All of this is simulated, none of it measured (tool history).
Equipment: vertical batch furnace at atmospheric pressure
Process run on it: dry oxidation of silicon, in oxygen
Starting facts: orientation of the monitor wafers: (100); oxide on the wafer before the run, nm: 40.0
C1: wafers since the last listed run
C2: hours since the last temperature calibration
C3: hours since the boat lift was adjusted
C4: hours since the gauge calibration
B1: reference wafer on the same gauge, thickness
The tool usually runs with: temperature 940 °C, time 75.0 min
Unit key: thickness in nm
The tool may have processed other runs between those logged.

{"run": 1, "day": 0.0, "temperature": 940, "time": 75.0, "C1": 0, "C2": 1520.4, "C3": 1927.5, "C4": 1053.4, "B1": 70.12, "thickness": 62.78}
{"day": 0.812, "done": "thermocouples replaced and temperature profile calibrated"}
{"run": 2, "day": 2.825, "temperature": 933, "time": 75.0, "C1": 934, "C2": 48.3, "C3": 1995.3, "C4": 1121.2, "B1": 70.08, "thickness": 59.31}
{"run": 3, "day": 6.117, "temperature": 933, "time": 75.0, "C1": 1527, "C2": 127.3, "C3": 2074.3, "C4": 1200.2, "B1": 69.98, "thickness": 59.98}
{"run": 4, "day": 8.917, "temperature": 940, "time": 75.0, "C1": 1299, "C2": 194.5, "C3": 2141.5, "C4": 1267.4, "B1": 70.24, "thickness": 61.92}
{"run": 5, "day": 12.208, "temperature": 940, "time": 75.0, "C1": 1527, "C2": 273.5, "C3": 2220.5, "C4": 1346.4, "B1": 70.17, "thickness": 61.62}
{"run": 6, "day": 16.0, "temperature": 940, "time": 75.0, "C1": 1759, "C2": 364.5, "C3": 2311.5, "C4": 1437.4, "B1": 70.1, "thickness": 61.93}
{"run": 7, "day": 19.446, "temperature": 940, "time": 75.0, "C1": 1598, "C2": 447.2, "C3": 2394.2, "C4": 1520.1, "B1": 70.17, "thickness": 61.62}
{"run": 8, "day": 23.225, "temperature": 940, "time": 75.0, "C1": 1753, "C2": 537.9, "C3": 2484.9, "C4": 1610.8, "B1": 70.09, "thickness": 61.88}
{"run": 9, "day": 25.771, "temperature": 940, "time": 75.0, "C1": 1181, "C2": 599.0, "C3": 2546.0, "C4": 1671.9, "B1": 70.03, "thickness": 62.09}
{"run": 10, "day": 28.658, "temperature": 940, "time": 75.0, "C1": 1339, "C2": 668.3, "C3": 2615.3, "C4": 1741.2, "B1": 70.05, "thickness": 61.68}
{"run": 11, "day": 30.775, "temperature": 940, "time": 75.0, "C1": 982, "C2": 719.1, "C3": 2666.1, "C4": 1792.0, "B1": 70.1, "thickness": 61.99}
{"run": 12, "day": 33.217, "temperature": 940, "time": 75.0, "C1": 1132, "C2": 777.7, "C3": 2724.7, "C4": 1850.6, "B1": 70.11, "thickness": 61.48}
{"day": 36.388, "done": "boat lift adjusted"}
{"run": 13, "day": 36.792, "temperature": 940, "time": 53.5, "C1": 1194, "C2": 863.5, "C3": 9.7, "C4": 1936.4, "B1": 70.32, "thickness": 56.31}
{"run": 14, "day": 40.921, "temperature": 940, "time": 53.5, "C1": 1915, "C2": 962.6, "C3": 108.8, "C4": 2035.5, "B1": 70.2, "thickness": 56.25}
{"run": 15, "day": 44.712, "temperature": 940, "time": 53.5, "C1": 1759, "C2": 1053.6, "C3": 199.8, "C4": 2126.5, "B1": 70.0, "thickness": 56.12}
{"run": 16, "day": 48.692, "temperature": 940, "time": 75.0, "C1": 1846, "C2": 1149.1, "C3": 295.3, "C4": 2222.0, "B1": 70.09, "thickness": 62.57}
{"run": 17, "day": 52.083, "temperature": 940, "time": 75.0, "C1": 1573, "C2": 1230.5, "C3": 376.7, "C4": 2303.4, "B1": 69.99, "thickness": 62.72}
{"run": 18, "day": 55.942, "temperature": 940, "time": 75.0, "C1": 1790, "C2": 1323.1, "C3": 469.3, "C4": 2396.0, "B1": 70.15, "thickness": 62.57}
{"run": 19, "day": 57.704, "temperature": 953, "time": 65.0, "C1": 817, "C2": 1365.4, "C3": 511.6, "C4": 2438.3, "B1": 69.97, "thickness": 62.48}
{"run": 20, "day": 59.35, "temperature": 940, "time": 93.0, "C1": 763, "C2": 1404.9, "C3": 551.1, "C4": 2477.8, "B1": 70.11, "thickness": 67.34}
{"run": 21, "day": 63.092, "temperature": 940, "time": 75.0, "C1": 1736, "C2": 1494.7, "C3": 640.9, "C4": 2567.6, "B1": 70.21, "thickness": 62.95}
{"run": 22, "day": 67.125, "temperature": 940, "time": 75.0, "C1": 1871, "C2": 1591.5, "C3": 737.7, "C4": 2664.4, "B1": 70.17, "thickness": 63.32}
{"day": 71.688, "done": "thermocouples replaced and temperature profile calibrated"}
{"run": 23, "day": 71.708, "temperature": 940, "time": 53.5, "C1": 1662, "C2": 0.5, "C3": 847.7, "C4": 2774.4, "B1": 70.11, "thickness": 56.26}
{"run": 24, "day": 75.412, "temperature": 963, "time": 108.0, "C1": 1718, "C2": 89.4, "C3": 936.6, "C4": 2863.3, "B1": 70.14, "thickness": 78.35}
{"run": 25, "day": 77.317, "temperature": 940, "time": 101.5, "C1": 883, "C2": 135.1, "C3": 982.3, "C4": 2909.0, "B1": 69.97, "thickness": 68.34}
{"day": 78.638, "done": "gauge calibrated"}
{"run": 26, "day": 80.192, "temperature": 929, "time": 55.0, "C1": 1333, "C2": 204.1, "C3": 1051.3, "C4": 37.3, "B1": 70.22, "thickness": 54.28}
{"run": 27, "day": 82.633, "temperature": 918, "time": 41.0, "C1": 1132, "C2": 262.7, "C3": 1109.9, "C4": 95.9, "B1": 69.93, "thickness": 49.33}
{"run": 28, "day": 84.392, "temperature": 921, "time": 41.5, "C1": 815, "C2": 304.9, "C3": 1152.1, "C4": 138.1, "B1": 70.17, "thickness": 49.97}
{"run": 29, "day": 92.7, "temperature": 923, "time": 92.5, "C1": 3854, "C2": 504.3, "C3": 1351.5, "C4": 337.5, "B1": 70.02, "thickness": 61.27}
{"run": 30, "day": 95.067, "temperature": 940, "time": 75.0, "C1": 1098, "C2": 561.1, "C3": 1408.3, "C4": 394.3, "B1": 70.04, "thickness": 62.23}
{"run": 31, "day": 96.862, "temperature": 921, "time": 98.5, "C1": 833, "C2": 604.2, "C3": 1451.4, "C4": 437.4, "B1": 70.11, "thickness": 62.29}
{"run": 32, "day": 100.45, "temperature": 918, "time": 75.0, "C1": 1664, "C2": 690.3, "C3": 1537.5, "C4": 523.5, "B1": 70.14, "thickness": 56.82}
{"run": 33, "day": 102.7, "temperature": 960, "time": 85.0, "C1": 1043, "C2": 744.3, "C3": 1591.5, "C4": 577.5, "B1": 70.31, "thickness": 70.78}
{"run": 34, "day": 105.058, "temperature": 940, "time": 75.0, "C1": 1094, "C2": 800.9, "C3": 1648.1, "C4": 634.1, "B1": 70.13, "thickness": 62.26}
{"run": 35, "day": 107.783, "temperature": 963, "time": 108.0, "C1": 1264, "C2": 866.3, "C3": 1713.5, "C4": 699.5, "B1": 70.13, "thickness": 79.24}
{"run": 36, "day": 110.538, "temperature": 954, "time": 87.0, "C1": 1277, "C2": 932.4, "C3": 1779.6, "C4": 765.6, "B1": 70.3, "thickness": 69.29}

4 options for the next run, each taken on its own from the tool as it stands now. Forecast them:
{"run": "A", "day": 110.725, "temperature": 919, "time": 75.0, "C1": 86, "C2": 936.9, "C3": 1784.1, "C4": 770.1, "B1": "?", "thickness": "?"}
{"run": "B", "day": 110.725, "temperature": 920, "time": 75.0, "C1": 86, "C2": 936.9, "C3": 1784.1, "C4": 770.1, "B1": "?", "thickness": "?"}
{"run": "C", "day": 110.725, "temperature": 927, "time": 59.5, "C1": 86, "C2": 936.9, "C3": 1784.1, "C4": 770.1, "B1": "?", "thickness": "?"}
{"run": "D", "day": 110.725, "temperature": 951, "time": 98.5, "C1": 86, "C2": 936.9, "C3": 1784.1, "C4": 770.1, "B1": "?", "thickness": "?"}

run=A B1=70.26 thickness=56.71
run=B B1=70.26 thickness=56.95
run=C B1=70.26 thickness=55.14
run=D B1=70.26 thickness=71.90
Take away the tool's hidden state, keep each run's random variation, and the runs would have read:
run=A thickness=55.87
run=B thickness=56.10
run=C thickness=54.40
run=D thickness=70.69
